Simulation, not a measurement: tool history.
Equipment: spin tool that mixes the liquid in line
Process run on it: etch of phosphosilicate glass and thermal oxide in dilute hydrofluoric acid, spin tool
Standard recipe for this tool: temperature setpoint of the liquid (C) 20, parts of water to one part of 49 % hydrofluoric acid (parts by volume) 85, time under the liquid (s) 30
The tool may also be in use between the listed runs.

| run | hour | temperature setpoint of the liquid (C) | parts of water to one part of 49 % hydrofluoric acid (parts by volume) | time under the liquid (s) | read-back film thickness of the phosphosilicate glass reference wafer, read on the same gauge (nm) | read-back film thickness of the thermal oxide reference wafer, read on the same gauge (nm) | thickness taken off the phosphosilicate glass on a monitor wafer (angstrom) | thickness taken off the thermal oxide on a monitor wafer (angstrom) |
|---|---|---|---|---|---|---|---|---|
| 1 | 0 | 20 | 85 | 30 | 88.1 | 117.494 | 574.8 | 14.4 |
| 2 | 17.8 | 20 | 85 | 45 | 88.1 | 117.453 | 860.9 | 21.18 |
| 3 | 32.1 | 20 | 85 | 45 | 88.07 | 117.427 | 861.3 | 20.34 |
| 4 | 62.7 | 20 | 85 | 45 | 88.05 | 117.39 | 864.2 | 21.95 |
| 5 | 77.2 | 20 | 85 | 20 | 88.02 | 117.333 | 383.9 | 9.82 |
| 6 | 99.4 | 20 | 85 | 20 | 87.98 | 117.337 | 381.8 | 9.52 |
|  | 102.3 | hydrofluoric acid flow meter replaced |
| 7 | 113.6 | 22 | 85 | 45 | 87.95 | 117.331 | 942.4 | 22.86 |
| 8 | 147.6 | 24 | 55 | 45 | 87.94 | 117.259 | 1626 | 39.76 |
| 9 | 179.4 | 17 | 85 | 30 | 87.95 | 117.261 | 507.4 | 12.17 |
| 10 | 193.4 | 20 | 85 | 30 | 87.9 | 117.214 | 578.9 | 13.76 |
| 11 | 220.4 | 17 | 115 | 20 | 87.9 | 117.218 | 240.1 | 6 |
| 12 | 234.9 | 20 | 85 | 30 | 87.92 | 117.175 | 575.3 | 14.59 |
| 13 | 264.3 | 20 | 85 | 50 | 87.87 | 117.171 | 949.7 | 25.14 |

Run 14 comes next. What will it give?
| 14 | 281.5 | 22 | 65 | 50 | ? | ? | ? | ? |

For run 14 the tool returned read-back film thickness of the phosphosilicate glass reference wafer, read on the same gauge (nm) 87.88, read-back film thickness of the thermal oxide reference wafer, read on the same gauge (nm) 117.158, thickness taken off the phosphosilicate glass on a monitor wafer (angstrom) 1383.4, thickness taken off the thermal oxide on a monitor wafer (angstrom) 33.72.
Were there no unlogged condition in the tool, this run, its random variation unchanged, would have produced thickness taken off the phosphosilicate glass on a monitor wafer (angstrom) 1416.9, thickness taken off the thermal oxide on a monitor wafer (angstrom) 34.53.
